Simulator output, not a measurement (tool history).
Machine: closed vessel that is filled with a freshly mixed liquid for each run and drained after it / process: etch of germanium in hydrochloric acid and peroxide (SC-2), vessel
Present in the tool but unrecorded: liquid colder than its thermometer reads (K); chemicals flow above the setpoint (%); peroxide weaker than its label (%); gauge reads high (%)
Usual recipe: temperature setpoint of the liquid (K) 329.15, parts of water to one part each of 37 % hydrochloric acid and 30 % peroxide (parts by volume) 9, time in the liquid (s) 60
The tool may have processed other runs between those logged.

run   hour  temperature setpoint of the liquid (K)  parts of water to one part each of 37 % hydrochloric acid and 30 % peroxide (parts by volume)  time in the liquid (s)  wafers since the last listed run  hours since the thermometer was replaced  hours since the chemicals flow meter was replaced  hours since the drum of peroxide was connected  hours since the gauge calibration  read-back film thickness of the germanium reference wafer, read on the same gauge (nm)  thickness taken off the germanium on a monitor wafer (nm)
  1      0                                  329.15                                                                                           11.5                      60                                 0                                      19.3                                             1374.2                                           169.8                              294.5                                                                                   49.97                                                     283.74
  2   26.1                                  329.15                                                                                           11.5                      60                              3644                                      45.4                                             1400.3                                           195.9                              320.6                                                                                   50.04                                                     281.46
  3     61                                  329.15                                                                                              9                      60                              4872                                      80.3                                             1435.2                                           230.8                              355.5                                                                                   49.97                                                      286.9
  4   84.4                                  329.15                                                                                              9                      60                              3267                                     103.7                                             1458.6                                           254.2                              378.9                                                                                   49.99                                                      286.4
  5   99.9                                  329.15                                                                                              9                      60                              2164                                     119.2                                             1474.1                                           269.7                              394.4                                                                                   50.02                                                     288.47
  6  115.7                                  329.15                                                                                              9                      60                              2205                                       135                                             1489.9                                           285.5                              410.2                                                                                   50.01                                                     287.98
  7  142.4                                  329.15                                                                                              9                      60                              3727                                     161.7                                             1516.6                                           312.2                              436.9                                                                                      50                                                     288.26
  8  173.4                                  329.15                                                                                              9                      60                              4328                                     192.7                                             1547.6                                           343.2                              467.9                                                                                   50.01                                                     287.67
  9  200.1                                  329.15                                                                                              9                      30                              3727                                     219.4                                             1574.3                                           369.9                              494.6                                                                                   50.05                                                     142.82
     213.2  -- chemicals flow meter replaced
 10  225.5                                  329.15                                                                                              9                      60                              3406                                     244.8                                               12.3                                           395.3                                520                                                                                   49.98                                                     284.61
 11  259.2                                  329.15                                                                                              9                      60                              4705                                     278.5                                                 46                                             429                              553.7                                                                                   50.03                                                     283.37
 12  278.3                                  332.65                                                                                              9                      85                              2666                                     297.6                                               65.1                                           448.1                              572.8                                                                                   50.01                                                     447.91
 13  307.3                                  329.15                                                                                              9                      90                              4048                                     326.6                                               94.1                                           477.1                              601.8                                                                                   49.93                                                     431.09
 14  327.2                                  329.15                                                                                              9                      60                              2778                                     346.5                                                114                                             497                              621.7                                                                                   49.98                                                     290.11
 15    342                                  332.65                                                                                             13                      45                              2066                                     361.3                                              128.8                                           511.8                              636.5                                                                                   50.01                                                     227.08
 16  373.1                                  329.15                                                                                             11                      85                              4342                                     392.4                                              159.9                                           542.9                              667.6                                                                                   50.07                                                      395.7
     377.8  -- gauge calibrated
 17  407.8                                  319.65                                                                                            7.5                      85                              4844                                     427.1                                              194.6                                           577.6                                 30                                                                                   50.06                                                     307.52
 18  431.6                                  329.15                                                                                              9                      60                              3322                                     450.9                                              218.4                                           601.4                               53.8                                                                                   49.99                                                     285.75
 19  458.9                                  329.15                                                                                              9                      60                              3811                                     478.2                                              245.7                                           628.7                               81.1                                                                                   50.01                                                     283.18
     478.1  -- new drum of peroxide connected
 20  480.9                                  319.15                                                                                              7                      90                              2932                                     500.2                                              267.7                                             2.8                              103.1                                                                                   50.01                                                     316.37
 21  504.7                                  329.15                                                                                              5                      60                              3322                                       524                                              291.5                                            26.6                              126.9                                                                                   49.95                                                     295.32
 22  538.7                                  329.15                                                                                              9                      60                              4747                                       558                                              325.5                                            60.6                              160.9                                                                                   50.04                                                     284.84
 23  566.9                                  333.15                                                                                             12                      85                              3937                                     586.2                                              353.7                                            88.8                              189.1                                                                                   49.99                                                     441.59
 24  585.4                                  329.15                                                                                              9                      60                              2582                                     604.7                                              372.2                                           107.3                              207.6                                                                                   49.96                                                     284.61
 25  605.6                                  338.15                                                                                              9                      35                              2820                                     624.9                                              392.4                                           127.5                              227.8                                                                                   49.99                                                      216.8
 26    637                                  329.15                                                                                              9                      60                              4384                                     656.3                                              423.8                                           158.9                              259.2                                                                                      50                                                     280.44
 27  658.6                                  329.15                                                                                           10.5                      60                              3015                                     677.9                                              445.4                                           180.5                              280.8                                                                                   50.02                                                     283.06
 28  681.8                                  335.65                                                                                              9                      50                              3239                                     701.1                                              468.6                                           203.7                                304                                                                                   49.96                                                      286.3
 29  698.7                                  332.65                                                                                            5.5                      30                              2359                                       718                                              485.5                                           220.6                              320.9                                                                                   49.93                                                     162.41
 30  734.2                                  329.15                                                                                              9                      60                              4956                                     753.5                                                521                                           256.1                              356.4                                                                                   50.03                                                     287.05

Same runs, no hidden state in the tool, same run-to-run variation:
run  thickness taken off the germanium on a monitor wafer (nm)
  1                                                     284.77
  2                                                     282.64
  3                                                     288.39
  4                                                     288.14
  5                                                     290.31
  6                                                     289.91
  7                                                     290.46
  8                                                     290.12
  9                                                     144.13
 10                                                     287.47
 11                                                     286.49
 12                                                     452.85
 13                                                     436.36
 14                                                     293.83
 15                                                     229.94
 16                                                     401.21
 17                                                     312.47
 18                                                     290.22
 19                                                     287.86
 20                                                     322.24
 21                                                     300.68
 22                                                     290.17
 23                                                     449.91
 24                                                     290.29
 25                                                        221
 26                                                     286.47
 27                                                     289.28
 28                                                     292.54
 29                                                     166.18
 30                                                     294.03
